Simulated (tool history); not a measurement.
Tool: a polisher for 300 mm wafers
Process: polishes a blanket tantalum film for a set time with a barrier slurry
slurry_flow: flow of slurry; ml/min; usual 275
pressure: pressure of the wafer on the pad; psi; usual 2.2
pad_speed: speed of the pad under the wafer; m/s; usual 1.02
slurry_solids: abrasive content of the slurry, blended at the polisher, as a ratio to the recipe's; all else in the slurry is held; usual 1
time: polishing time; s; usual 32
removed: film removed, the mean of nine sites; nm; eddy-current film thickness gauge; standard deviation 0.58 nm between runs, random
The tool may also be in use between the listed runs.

run	hour	slurry_flow	pressure	pad_speed	slurry_solids	time	incoming thickness of the incoming film, nm	removed
1	0	275	2.2	1.02	1	32	315.7	54.8
2	36.8	275	2.4	1.02	1	32	322.6	58.6
# hour 57.5: slurry blender recalibrated
3	89.9	275	2.4	1.02	1	32	320.6	56.8
4	114.7	275	2.4	1.02	1	32	319	56.6
# hour 122.1: head pressure recalibrated
5	172.9	275	2.2	1.02	1	32	322.7	51.9
6	234.3	275	2.2	1.02	0.95	32	319.1	51.2
7	283.8	275	2.2	1.02	0.95	32	325.3	49.4
# hour 289.5: worn pad replaced by a new one
8	319.6	275	2.2	1.02	1	32	322.8	50.2
9	488.7	275	1.8	1.02	1.1	36	323.8	49.3
# hour 524.9: slurry blender recalibrated
10	536.5	275	2.8	1.16	0.85	32	323.2	62.9
11	581	245	1.9	1.12	1.3	32	320	51.3
12	626	275	2.2	1.02	1	40	318.5	62.7
13	684.3	365	2.2	1.2	1	37	313.5	67.4
14	725.2	225	2.2	1.02	1	32	321	49.3
# hour 745.8: worn pad replaced by a new one
15	782.2	250	2.2	1.02	1	32	322	49
# hour 783.9: slurry nozzle cleaned
16	847.5	275	2.2	1.02	1	32	323.3	53.6
17	887.3	275	2.2	1.02	1	32	319.5	53.8
18	931.1	275	2.2	1.02	1	32	322.9	52.6
# hour 942: slurry blender recalibrated
19	966	275	2.2	0.8	1	32	321.2	45.9
20	990.2	275	2.2	0.72	1.15	32	320.8	46.9
21	1029.5	215	2.2	1.02	1	21	319.8	34.2
22	1100.4	275	2.2	1.02	1	21	316.3	35.4
23	1145.5	205	2.6	1.02	0.8	41	321.9	67.7
24	1172.2	190	3	0.68	1.1	32	325.1	54.1
# hour 1207.2: head pressure recalibrated
25	1243.7	275	1.4	1.02	0.9	32	326	33.5
# hour 1261.2: worn pad replaced by a new one
26	1310.4	275	2.2	1.02	1	32	318.2	49.5
27	1342	275	2.5	0.66	1	32	316.4	44.5
# hour 1378.4: slurry blender recalibrated
28	1409	235	2.2	0.66	0.75	32	316.2	34.2
29	1470.5	275	2.2	1.02	1.2	22	326.8	36.9
# hour 1496.9: slurry nozzle cleaned
30	1538.5	335	2.2	0.72	1	32	322.6	44

Below are 4 alternative next runs, each starting from the tool's condition after run 30. Predict each:
A	1538.9	365	2.2	1.02	1	32	326.1	?
B	1538.9	195	2.5	1.38	1.15	32	326.1	?
C	1538.9	275	2.2	1.02	0.75	32	326.1	?
D	1538.9	305	3	1.02	1	32	326.1	?

run	removed
A	55.7
B	73.9
C	47.9
D	71.4
With the hidden condition removed and each run's random variation left untouched, the same runs would have given:
run	removed
A	56.1
B	74.9
C	48.4
D	72.1

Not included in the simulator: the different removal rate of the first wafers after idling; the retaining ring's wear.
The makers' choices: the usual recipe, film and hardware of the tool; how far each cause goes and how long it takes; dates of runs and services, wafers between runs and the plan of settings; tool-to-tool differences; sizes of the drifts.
